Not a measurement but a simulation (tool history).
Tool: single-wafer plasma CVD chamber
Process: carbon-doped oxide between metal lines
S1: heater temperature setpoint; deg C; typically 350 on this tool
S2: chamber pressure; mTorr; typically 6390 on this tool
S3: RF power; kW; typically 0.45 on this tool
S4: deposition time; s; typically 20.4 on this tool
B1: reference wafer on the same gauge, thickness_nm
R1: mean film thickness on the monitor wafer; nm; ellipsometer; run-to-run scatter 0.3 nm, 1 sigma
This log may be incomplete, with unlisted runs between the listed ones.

run,hour,S1,S2,S3,S4,B1,R1
1,0,350,6390,0.45,20.4,115.104,89.506
2,6.3,350,6390,0.45,20.4,115.13,89.729
3,15.6,350,6390,0.45,20.4,115.072,89.748
4,22.8,350,6390,0.45,20.4,115.052,89.566
5,31.2,350,6390,0.45,17.8,115.055,78.153
6,44.9,350,6390,0.45,17.8,115.148,78.008
7,53.8,350,6390,0.45,17.8,115.068,78.367
8,63.3,350,6390,0.45,20.4,114.992,89.387
9,69.4,350,6390,0.45,20.4,115.193,89.099
10,81.4,350,6390,0.45,20.4,115.113,89.126
11,94.2,350,6390,0.45,22.5,115.091,98.329
12,110.7,350,6390,0.45,22.5,115.13,97.943
# hour 128: capacitance manometer re-zeroed and calibrated
13,128.5,350,6390,0.45,22.5,115.13,98.249
# hour 169.9: gauge calibrated
# hour 180: showerhead replaced
14,180.5,350,5750,0.45,16.6,115.102,72.322
15,185.1,341,7420,0.525,21.5,115.043,112.969
16,198.1,350,6390,0.45,20.4,115.009,88.75
# hour 212.4: RF generator calibrated
17,212.9,338,5870,0.42,19.3,115.054,88.132
18,224.4,350,6390,0.45,20.4,115.123,96.501
19,235.6,350,5750,0.45,16.6,115.102,77.865
20,250.8,361,5920,0.365,18.4,115.141,66.568
# hour 259.1: thermocouple changed; heater temperature recalibrated
21,268.4,350,6390,0.37,22.5,115.147,85.83
22,285.6,342,7650,0.53,17.7,115.213,99.622
23,293.1,350,7110,0.425,20.4,115.188,91.181
24,302.7,343,6390,0.45,23.4,115.071,111.59
25,317.2,346,6390,0.49,20.4,115.102,104.738
26,323.6,350,6390,0.415,22.4,115.084,96.198
27,336.5,350,6390,0.45,20.4,115.033,95.074

What was the tool's hidden state at every run in the log?
wafer temperature above the value expected at the setpoint (K): 0 in every run
true pressure above the setpoint (%): 0 in every run
gauge reads high (%): 0 in every run
H1: delivered RF power above the setpoint (%)
run,H1
1,-8.11
2,-8.12
3,-8.14
4,-8.15
5,-8.16
6,-8.18
7,-8.2
8,-8.21
9,-8.22
10,-8.24
11,-8.26
12,-8.28
13,-8.3
14,-8.37
15,-8.37
16,-8.39
17,-0.656
18,-0.866
19,-1.07
20,-1.33
21,-1.62
22,-1.9
23,-2.02
24,-2.17
25,-2.38
26,-2.48
27,-2.66
